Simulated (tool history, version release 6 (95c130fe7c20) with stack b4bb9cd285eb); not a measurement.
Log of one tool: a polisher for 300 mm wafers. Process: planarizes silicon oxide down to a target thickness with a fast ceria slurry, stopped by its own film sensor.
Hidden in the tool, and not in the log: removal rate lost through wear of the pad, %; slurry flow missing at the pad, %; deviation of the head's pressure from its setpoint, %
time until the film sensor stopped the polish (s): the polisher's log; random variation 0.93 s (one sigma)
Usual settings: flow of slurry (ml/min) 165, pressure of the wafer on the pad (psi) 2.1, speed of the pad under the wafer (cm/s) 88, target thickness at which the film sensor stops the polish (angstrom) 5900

| run | hour | flow of slurry (ml/min) | pressure of the wafer on the pad (psi) | speed of the pad under the wafer (cm/s) | target thickness at which the film sensor stops the polish (angstrom) | wafers since the last listed run | wafers polished on this pad | hours since the slurry nozzle was cleaned | hours since the head pressure was calibrated | incoming thickness of the incoming film, nm | time until the film sensor stopped the polish (s) |
|---|---|---|---|---|---|---|---|---|---|---|---|
| 1 | 0 | 165 | 2.6 | 88 | 5900 | 0 | 353 | 508.6 | 651 | 1591.9 | 71.8 |
| 2 | 8.5 | 165 | 2.1 | 88 | 5900 | 69 | 422 | 517.1 | 659.5 | 1587.5 | 88.9 |
| 3 | 25.7 | 165 | 2.1 | 88 | 5900 | 140 | 563 | 534.3 | 676.7 | 1583.5 | 88.7 |
|  | 41.5 | worn pad replaced by a new one |
| 4 | 42 | 165 | 2.1 | 88 | 5900 | 100 | 4 | 550.6 | 693 | 1565.6 | 86.2 |
| 5 | 50.2 | 165 | 2.1 | 88 | 3640 | 67 | 71 | 558.8 | 701.2 | 1613 | 112.1 |
| 6 | 56.2 | 165 | 2.1 | 88 | 3640 | 49 | 120 | 564.8 | 707.2 | 1591.6 | 109.4 |
| 7 | 67.9 | 165 | 2.1 | 98 | 5900 | 95 | 216 | 576.5 | 718.9 | 1609.9 | 82.4 |
| 8 | 85.8 | 165 | 2.1 | 98 | 5900 | 146 | 362 | 594.4 | 736.8 | 1599.2 | 83 |
| 9 | 101.8 | 120 | 2.1 | 88 | 5900 | 131 | 493 | 610.4 | 752.8 | 1565.4 | 97.7 |
| 10 | 114.8 | 120 | 2.1 | 88 | 5900 | 106 | 600 | 623.4 | 765.8 | 1598.9 | 102.2 |
| 11 | 127.7 | 165 | 2.1 | 88 | 5900 | 105 | 705 | 636.3 | 778.7 | 1577.1 | 87.5 |
|  | 130 | slurry nozzle cleaned |
| 12 | 137.9 | 165 | 2.1 | 88 | 5900 | 75 | 781 | 7.9 | 788.9 | 1548.6 | 75.8 |
|  | 150.7 | worn pad replaced by a new one |
| 13 | 151.9 | 165 | 2.4 | 88 | 7020 | 81 | 9 | 21.9 | 802.9 | 1587.6 | 61.6 |
| 14 | 159.1 | 185 | 2.7 | 88 | 5900 | 58 | 68 | 29.1 | 810.1 | 1565.6 | 59.4 |
| 15 | 174 | 165 | 2.4 | 88 | 7020 | 122 | 190 | 44 | 825 | 1570.8 | 61 |
| 16 | 189.8 | 145 | 2.1 | 88 | 5900 | 129 | 320 | 59.8 | 840.8 | 1578.1 | 81 |
| 17 | 205.7 | 165 | 2.1 | 88 | 5900 | 130 | 450 | 75.7 | 856.7 | 1558.8 | 79.2 |
|  | 219.2 | head pressure recalibrated |
| 18 | 222.3 | 115 | 2.7 | 60 | 8730 | 119 | 569 | 92.3 | 3.1 | 1567.6 | 69.6 |
| 19 | 229.4 | 165 | 2.1 | 112 | 5900 | 58 | 628 | 99.4 | 10.2 | 1576.7 | 70.7 |
|  | 241.5 | worn pad replaced by a new one |
| 20 | 265.3 | 135 | 2.8 | 110 | 9340 | 261 | 194 | 135.3 | 46.1 | 1566.8 | 37.5 |
| 21 | 277.3 | 145 | 2.1 | 96 | 4530 | 98 | 293 | 147.3 | 58.1 | 1582 | 95.4 |
| 22 | 290 | 165 | 2.1 | 110 | 5900 | 103 | 397 | 160 | 70.8 | 1575.3 | 71.4 |
| 23 | 299.3 | 165 | 2.1 | 114 | 5900 | 76 | 473 | 169.3 | 80.1 | 1578.7 | 69.9 |
| 24 | 315.1 | 145 | 2.4 | 60 | 8480 | 129 | 602 | 185.1 | 95.9 | 1588.7 | 79.6 |
|  | 331.6 | worn pad replaced by a new one |
| 25 | 332.1 | 135 | 2.1 | 88 | 5900 | 106 | 4 | 202.1 | 112.9 | 1587 | 94.4 |

3 ways to go on from here, each from the tool as it stands after run 25. What would each give?
| A | 332.5 | 165 | 2.1 | 88 | 5900 | 3 | 7 | 202.5 | 113.3 | 1597.9 | ? |
| B | 332.5 | 165 | 2.4 | 88 | 4160 | 3 | 7 | 202.5 | 113.3 | 1597.9 | ? |
| C | 332.5 | 210 | 2.8 | 74 | 5900 | 3 | 7 | 202.5 | 113.3 | 1597.9 | ? |

| run | time until the film sensor stopped the polish (s) |
|---|---|
| A | 87.1 |
| B | 89.4 |
| C | 71.2 |
Without the tool's hidden state the same runs would have given:
| run | time until the film sensor stopped the polish (s) |
|---|---|
| A | 85.3 |
| B | 87.5 |
| C | 70.8 |
